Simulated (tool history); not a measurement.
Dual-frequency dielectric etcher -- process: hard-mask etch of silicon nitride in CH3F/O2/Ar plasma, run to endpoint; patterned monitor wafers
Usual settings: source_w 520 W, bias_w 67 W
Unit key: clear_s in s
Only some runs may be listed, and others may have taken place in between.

run,hour,source_w,bias_w,wafers since the last listed run,hours since the last wet clean,hours since the last source power generator calibration,hours since the last bias power generator calibration,hours since the last upper electrode change,"incoming incoming film thickness, nm",clear_s
1,0.0,520,67,0,12.7,1397.3,1349.7,3646.7,37.41,46.8
2,56.8,520,67,418,69.5,1454.1,1406.5,3703.5,37.74,46.8
3,109.8,520,67,390,122.5,1507.1,1459.5,3756.5,37.48,47.3
4,152.9,520,67,317,165.6,1550.2,1502.6,3799.6,37.69,47.6
5,188.6,520,67,262,201.3,1585.9,1538.3,3835.3,37.06,46.9
6,220.2,520,67,232,232.9,1617.5,1569.9,3866.9,37.65,47.2
# hour 391.5: wet clean of the chamber
7,428.6,520,67,1357,37.1,1825.9,1778.3,4075.3,37.63,47.1
8,484.9,520,67,414,93.4,1882.2,1834.6,4131.6,37.01,46.8
9,526.0,520,67,302,134.5,1923.3,1875.7,4172.7,37.24,46.8
10,594.0,520,73,500,202.5,1991.3,1943.7,4240.7,37.45,45.7
11,628.5,520,73,254,237.0,2025.8,1978.2,4275.2,37.31,46.2
12,674.0,520,73,335,282.5,2071.3,2023.7,4320.7,37.30,45.8
# hour 725.1: wet clean of the chamber
13,725.6,520,78,203,0.5,2122.9,2075.3,4372.3,37.16,43.9
# hour 778.1: upper electrode replaced
14,778.6,520,74,213,53.5,2175.9,2128.3,0.5,37.71,45.7
# hour 811.3: source power generator calibrated
15,811.8,520,74,215,86.7,0.5,2161.5,33.7,37.78,45.6
16,846.0,610,54,251,120.9,34.7,2195.7,67.9,37.32,46.3
17,897.3,520,53,377,172.2,86.0,2247.0,119.2,37.50,50.7
18,927.0,520,67,218,201.9,115.7,2276.7,148.9,37.06,47.0
19,979.0,590,58,382,253.9,167.7,2328.7,200.9,37.39,46.7
# hour 1144.1: wet clean of the chamber
20,1151.0,640,67,1089,6.9,339.7,2500.7,372.9,37.54,43.2
21,1196.6,630,77,335,52.5,385.3,2546.3,418.5,37.55,41.3
22,1243.7,590,58,346,99.6,432.4,2593.4,465.6,37.40,46.3
23,1273.8,520,78,221,129.7,462.5,2623.5,495.7,37.10,44.3
# hour 1283.7: bias power generator calibrated
24,1299.0,560,82,156,154.9,487.7,15.3,520.9,37.44,42.5
25,1353.1,620,62,398,209.0,541.8,69.4,575.0,37.49,45.2
26,1397.4,390,77,326,253.3,586.1,113.7,619.3,37.34,51.5
27,1430.8,420,73,245,286.7,619.5,147.1,652.7,37.30,50.5
28,1489.7,520,58,433,345.6,678.4,206.0,711.6,37.49,49.8
29,1518.5,440,75,212,374.4,707.2,234.8,740.4,37.79,50.2
# hour 1546.9: wet clean of the chamber
30,1586.5,640,52,323,39.6,775.2,302.8,808.4,37.61,46.7
31,1621.6,470,55,258,74.7,810.3,337.9,843.5,37.55,52.6

4 options for the next run, each taken on its own from the tool as it stands now. Forecast them:
A,1622.0,520,67,2,75.1,810.7,338.3,843.9,37.53,?
B,1622.0,520,61,2,75.1,810.7,338.3,843.9,37.53,?
C,1622.0,460,82,2,75.1,810.7,338.3,843.9,37.53,?
D,1622.0,400,77,2,75.1,810.7,338.3,843.9,37.53,?

run,clear_s
A,47.4
B,48.8
C,46.7
D,50.8
Stripped of hidden state, with their random variation kept, the same runs would have yielded:
run,clear_s
A,46.9
B,48.3
C,46.3
D,50.3

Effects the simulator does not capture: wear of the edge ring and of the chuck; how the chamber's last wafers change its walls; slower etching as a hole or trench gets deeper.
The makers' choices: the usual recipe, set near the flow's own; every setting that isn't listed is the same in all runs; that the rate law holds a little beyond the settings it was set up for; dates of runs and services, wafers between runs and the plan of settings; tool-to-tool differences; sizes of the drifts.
